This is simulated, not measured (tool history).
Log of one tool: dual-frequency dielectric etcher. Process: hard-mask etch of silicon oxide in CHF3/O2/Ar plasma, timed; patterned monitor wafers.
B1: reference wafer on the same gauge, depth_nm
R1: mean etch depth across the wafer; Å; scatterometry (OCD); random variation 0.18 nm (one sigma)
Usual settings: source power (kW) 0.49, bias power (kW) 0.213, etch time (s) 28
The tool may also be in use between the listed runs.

{"run": 1, "day": 0.0, "source power (kW)": 0.49, "bias power (kW)": 0.245, "etch time (s)": 28, "B1": 51.2, "R1": 540}
{"day": 1.408, "done": "wet clean of the chamber"}
{"run": 2, "day": 1.883, "source power (kW)": 0.49, "bias power (kW)": 0.213, "etch time (s)": 26, "B1": 51.1, "R1": 463}
{"run": 3, "day": 3.638, "source power (kW)": 0.49, "bias power (kW)": 0.213, "etch time (s)": 28, "B1": 51.3, "R1": 502}
{"run": 4, "day": 5.904, "source power (kW)": 0.49, "bias power (kW)": 0.213, "etch time (s)": 28, "B1": 51.2, "R1": 501}
{"day": 7.804, "done": "bias power generator calibrated"}
{"run": 5, "day": 8.05, "source power (kW)": 0.49, "bias power (kW)": 0.213, "etch time (s)": 28, "B1": 51.2, "R1": 518}
{"run": 6, "day": 10.292, "source power (kW)": 0.52, "bias power (kW)": 0.213, "etch time (s)": 28, "B1": 51.2, "R1": 529}
{"run": 7, "day": 12.879, "source power (kW)": 0.49, "bias power (kW)": 0.213, "etch time (s)": 28, "B1": 51.2, "R1": 518}
{"run": 8, "day": 14.046, "source power (kW)": 0.59, "bias power (kW)": 0.245, "etch time (s)": 35, "B1": 51.2, "R1": 748}
{"run": 9, "day": 15.746, "source power (kW)": 0.42, "bias power (kW)": 0.213, "etch time (s)": 28, "B1": 51.1, "R1": 486}
{"run": 10, "day": 18.079, "source power (kW)": 0.54, "bias power (kW)": 0.241, "etch time (s)": 22, "B1": 51.2, "R1": 449}
{"run": 11, "day": 24.142, "source power (kW)": 0.54, "bias power (kW)": 0.213, "etch time (s)": 24, "B1": 51.2, "R1": 461}
{"day": 24.292, "done": "gauge calibrated"}
{"run": 12, "day": 25.55, "source power (kW)": 0.49, "bias power (kW)": 0.213, "etch time (s)": 28, "B1": 51.2, "R1": 516}
{"day": 27.833, "done": "wet clean of the chamber"}
{"run": 13, "day": 27.854, "source power (kW)": 0.55, "bias power (kW)": 0.163, "etch time (s)": 31.5, "B1": 51.2, "R1": 515}
{"run": 14, "day": 28.871, "source power (kW)": 0.49, "bias power (kW)": 0.213, "etch time (s)": 28, "B1": 51.2, "R1": 515}
{"day": 30.712, "done": "upper electrode replaced, of another model than before"}
{"day": 31.592, "done": "source power generator calibrated"}
{"run": 15, "day": 31.612, "source power (kW)": 0.6, "bias power (kW)": 0.262, "etch time (s)": 28, "B1": 51.2, "R1": 685}
{"run": 16, "day": 33.454, "source power (kW)": 0.49, "bias power (kW)": 0.199, "etch time (s)": 28, "B1": 51.2, "R1": 485}
{"run": 17, "day": 34.792, "source power (kW)": 0.57, "bias power (kW)": 0.247, "etch time (s)": 25, "B1": 51.2, "R1": 572}
{"run": 18, "day": 35.929, "source power (kW)": 0.49, "bias power (kW)": 0.213, "etch time (s)": 28, "B1": 51.2, "R1": 516}
{"run": 19, "day": 38.162, "source power (kW)": 0.49, "bias power (kW)": 0.213, "etch time (s)": 28, "B1": 51.2, "R1": 513}
{"run": 20, "day": 39.904, "source power (kW)": 0.44, "bias power (kW)": 0.183, "etch time (s)": 25.5, "B1": 51.2, "R1": 376}
{"run": 21, "day": 42.812, "source power (kW)": 0.49, "bias power (kW)": 0.213, "etch time (s)": 28, "B1": 51.2, "R1": 512}
{"run": 22, "day": 44.658, "source power (kW)": 0.49, "bias power (kW)": 0.213, "etch time (s)": 28, "B1": 51.2, "R1": 511}
{"run": 23, "day": 47.088, "source power (kW)": 0.49, "bias power (kW)": 0.213, "etch time (s)": 28, "B1": 51.2, "R1": 514}
{"run": 24, "day": 48.8, "source power (kW)": 0.49, "bias power (kW)": 0.17, "etch time (s)": 28, "B1": 51.2, "R1": 406}
{"day": 51.488, "done": "wet clean of the chamber"}
{"run": 25, "day": 51.712, "source power (kW)": 0.49, "bias power (kW)": 0.228, "etch time (s)": 26, "B1": 51.2, "R1": 499}
{"run": 26, "day": 53.392, "source power (kW)": 0.49, "bias power (kW)": 0.246, "etch time (s)": 28, "B1": 51.3, "R1": 569}
{"run": 27, "day": 55.517, "source power (kW)": 0.6, "bias power (kW)": 0.251, "etch time (s)": 28, "B1": 51.3, "R1": 661}
{"run": 28, "day": 57.962, "source power (kW)": 0.49, "bias power (kW)": 0.213, "etch time (s)": 28, "B1": 51.2, "R1": 511}
{"run": 29, "day": 58.971, "source power (kW)": 0.49, "bias power (kW)": 0.175, "etch time (s)": 23, "B1": 51.2, "R1": 343}

The same runs without the tool's hidden state, with the same run-to-run variation:
The hidden state here: etch rate over this chamber's usual, %; source power that arrives over what is set, %; bias power that arrives over what is set, %; gauge reads high (%).
run=1 R1=558
run=2 R1=478
run=3 R1=519
run=4 R1=518
run=5 R1=517
run=6 R1=528
run=7 R1=517
run=8 R1=748
run=9 R1=486
run=10 R1=449
run=11 R1=461
run=12 R1=517
run=13 R1=516
run=14 R1=516
run=15 R1=689
run=16 R1=488
run=17 R1=575
run=18 R1=519
run=19 R1=516
run=20 R1=378
run=21 R1=516
run=22 R1=515
run=23 R1=519
run=24 R1=410
run=25 R1=505
run=26 R1=577
run=27 R1=669
run=28 R1=518
run=29 R1=347

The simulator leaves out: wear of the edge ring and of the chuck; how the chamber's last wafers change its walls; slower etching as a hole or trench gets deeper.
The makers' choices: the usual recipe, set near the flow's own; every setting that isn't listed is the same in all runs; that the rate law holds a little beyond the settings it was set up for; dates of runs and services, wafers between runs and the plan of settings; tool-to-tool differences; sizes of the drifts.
